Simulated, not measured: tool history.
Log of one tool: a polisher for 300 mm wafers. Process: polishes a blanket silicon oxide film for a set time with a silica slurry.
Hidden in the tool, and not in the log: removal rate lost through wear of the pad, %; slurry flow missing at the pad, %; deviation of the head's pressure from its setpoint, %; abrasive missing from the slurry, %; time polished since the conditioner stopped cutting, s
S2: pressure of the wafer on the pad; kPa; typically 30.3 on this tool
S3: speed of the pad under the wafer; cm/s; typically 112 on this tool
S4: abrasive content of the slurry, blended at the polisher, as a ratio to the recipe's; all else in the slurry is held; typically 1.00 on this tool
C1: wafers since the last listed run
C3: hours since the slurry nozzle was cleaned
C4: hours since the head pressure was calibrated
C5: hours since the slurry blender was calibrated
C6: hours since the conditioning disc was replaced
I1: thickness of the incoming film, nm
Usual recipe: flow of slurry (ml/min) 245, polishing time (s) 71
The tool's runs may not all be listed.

run 1 day=0.000 | flow_of_slurry_(ml/min)=195 S2=30.3 S3=138 S4=1.00 polishing_time_(s)=71 | C1=0 wafers_polished_on_this_pad=1230 C3=158.0 C4=527.7 C5=91.7 C6=25.0 | I1=1362.3 | film_removed_(Å)=2297
-- day=0.358 worn pad replaced by a new one
-- day=0.867 slurry blender recalibrated
run 2 day=1.675 | flow_of_slurry_(ml/min)=245 S2=30.3 S3=112 S4=1.00 polishing_time_(s)=71 | C1=403 wafers_polished_on_this_pad=348 C3=198.2 C4=567.9 C5=19.4 C6=65.2 | I1=1381.3 | film_removed_(Å)=1967
run 3 day=2.050 | flow_of_slurry_(ml/min)=245 S2=30.3 S3=112 S4=1.00 polishing_time_(s)=71 | C1=106 wafers_polished_on_this_pad=454 C3=207.2 C4=576.9 C5=28.4 C6=74.2 | I1=1373.5 | film_removed_(Å)=1988
run 4 day=2.746 | flow_of_slurry_(ml/min)=245 S2=30.3 S3=112 S4=1.00 polishing_time_(s)=71 | C1=196 wafers_polished_on_this_pad=651 C3=223.9 C4=593.6 C5=45.1 C6=90.9 | I1=1383.2 | film_removed_(Å)=1976
run 5 day=3.408 | flow_of_slurry_(ml/min)=290 S2=30.3 S3=112 S4=1.00 polishing_time_(s)=71 | C1=187 wafers_polished_on_this_pad=839 C3=239.8 C4=609.5 C5=61.0 C6=106.8 | I1=1374.0 | film_removed_(Å)=1960
run 6 day=5.196 | flow_of_slurry_(ml/min)=290 S2=30.3 S3=112 S4=1.00 polishing_time_(s)=71 | C1=505 wafers_polished_on_this_pad=1344 C3=282.7 C4=652.4 C5=103.9 C6=149.7 | I1=1376.5 | film_removed_(Å)=1960
-- day=5.404 slurry blender recalibrated
run 7 day=5.571 | flow_of_slurry_(ml/min)=290 S2=30.3 S3=112 S4=1.00 polishing_time_(s)=71 | C1=82 wafers_polished_on_this_pad=1427 C3=291.7 C4=661.4 C5=4.0 C6=158.7 | I1=1381.6 | film_removed_(Å)=1967
-- day=5.712 head pressure recalibrated
-- day=5.750 worn pad replaced by a new one
run 8 day=5.862 | flow_of_slurry_(ml/min)=245 S2=30.3 S3=112 S4=1.00 polishing_time_(s)=71 | C1=48 wafers_polished_on_this_pad=31 C3=298.7 C4=3.6 C5=11.0 C6=165.7 | I1=1379.7 | film_removed_(Å)=1911
run 9 day=6.333 | flow_of_slurry_(ml/min)=245 S2=30.3 S3=112 S4=1.00 polishing_time_(s)=71 | C1=133 wafers_polished_on_this_pad=164 C3=310.0 C4=14.9 C5=22.3 C6=177.0 | I1=1382.9 | film_removed_(Å)=1915
run 10 day=6.638 | flow_of_slurry_(ml/min)=245 S2=27.6 S3=112 S4=1.00 polishing_time_(s)=48 | C1=86 wafers_polished_on_this_pad=250 C3=317.3 C4=22.2 C5=29.6 C6=184.3 | I1=1379.4 | film_removed_(Å)=1172
-- day=6.729 slurry nozzle cleaned
run 11 day=7.129 | flow_of_slurry_(ml/min)=205 S2=34.5 S3=112 S4=1.00 polishing_time_(s)=51 | C1=127 wafers_polished_on_this_pad=378 C3=9.6 C4=34.0 C5=41.4 C6=196.1 | I1=1355.7 | film_removed_(Å)=1574
run 12 day=7.675 | flow_of_slurry_(ml/min)=245 S2=30.3 S3=112 S4=1.00 polishing_time_(s)=50 | C1=154 wafers_polished_on_this_pad=532 C3=22.7 C4=47.1 C5=54.5 C6=209.2 | I1=1359.7 | film_removed_(Å)=1398
run 13 day=8.004 | flow_of_slurry_(ml/min)=245 S2=30.3 S3=112 S4=1.00 polishing_time_(s)=71 | C1=93 wafers_polished_on_this_pad=625 C3=30.6 C4=55.0 C5=62.4 C6=217.1 | I1=1387.2 | film_removed_(Å)=1957
run 14 day=8.417 | flow_of_slurry_(ml/min)=330 S2=35.9 S3=88 S4=1.00 polishing_time_(s)=59 | C1=116 wafers_polished_on_this_pad=742 C3=40.5 C4=64.9 C5=72.3 C6=227.0 | I1=1374.8 | film_removed_(Å)=1644
-- day=8.533 conditioning disc replaced and pad reconditioned
run 15 day=9.117 | flow_of_slurry_(ml/min)=245 S2=33.8 S3=112 S4=1.00 polishing_time_(s)=71 | C1=174 wafers_polished_on_this_pad=916 C3=57.3 C4=81.7 C5=89.1 C6=14.0 | I1=1372.9 | film_removed_(Å)=2223
run 16 day=9.479 | flow_of_slurry_(ml/min)=305 S2=30.3 S3=128 S4=1.20 polishing_time_(s)=71 | C1=102 wafers_polished_on_this_pad=1019 C3=66.0 C4=90.4 C5=97.8 C6=22.7 | I1=1380.2 | film_removed_(Å)=2408
-- day=9.654 slurry blender recalibrated
run 17 day=10.075 | flow_of_slurry_(ml/min)=245 S2=25.5 S3=112 S4=1.25 polishing_time_(s)=88 | C1=144 wafers_polished_on_this_pad=1164 C3=80.3 C4=104.7 C5=10.1 C6=37.0 | I1=1386.4 | film_removed_(Å)=2284
run 18 day=10.525 | flow_of_slurry_(ml/min)=245 S2=30.3 S3=112 S4=1.00 polishing_time_(s)=71 | C1=127 wafers_polished_on_this_pad=1291 C3=91.1 C4=115.5 C5=20.9 C6=47.8 | I1=1403.9 | film_removed_(Å)=1993
run 19 day=11.100 | flow_of_slurry_(ml/min)=245 S2=34.5 S3=82 S4=1.15 polishing_time_(s)=56 | C1=162 wafers_polished_on_this_pad=1454 C3=104.9 C4=129.3 C5=34.7 C6=61.6 | I1=1388.5 | film_removed_(Å)=1482
-- day=11.404 worn pad replaced by a new one
run 20 day=11.808 | flow_of_slurry_(ml/min)=245 S2=30.3 S3=82 S4=1.15 polishing_time_(s)=71 | C1=153 wafers_polished_on_this_pad=113 C3=121.9 C4=146.3 C5=51.7 C6=78.6 | I1=1386.5 | film_removed_(Å)=1600

Run 21 has not been measured yet. What should we expect?
run 21 day=12.317 | flow_of_slurry_(ml/min)=245 S2=30.3 S3=152 S4=1.00 polishing_time_(s)=71 | C1=143 wafers_polished_on_this_pad=257 C3=134.1 C4=158.5 C5=63.9 C6=90.8 | I1=1370.6 | film_removed_(Å)=?

Run 21 measured film removed (Å) 2527.
Were there no unlogged condition in the tool, this run, its random variation unchanged, would have produced film removed (Å) 2544.

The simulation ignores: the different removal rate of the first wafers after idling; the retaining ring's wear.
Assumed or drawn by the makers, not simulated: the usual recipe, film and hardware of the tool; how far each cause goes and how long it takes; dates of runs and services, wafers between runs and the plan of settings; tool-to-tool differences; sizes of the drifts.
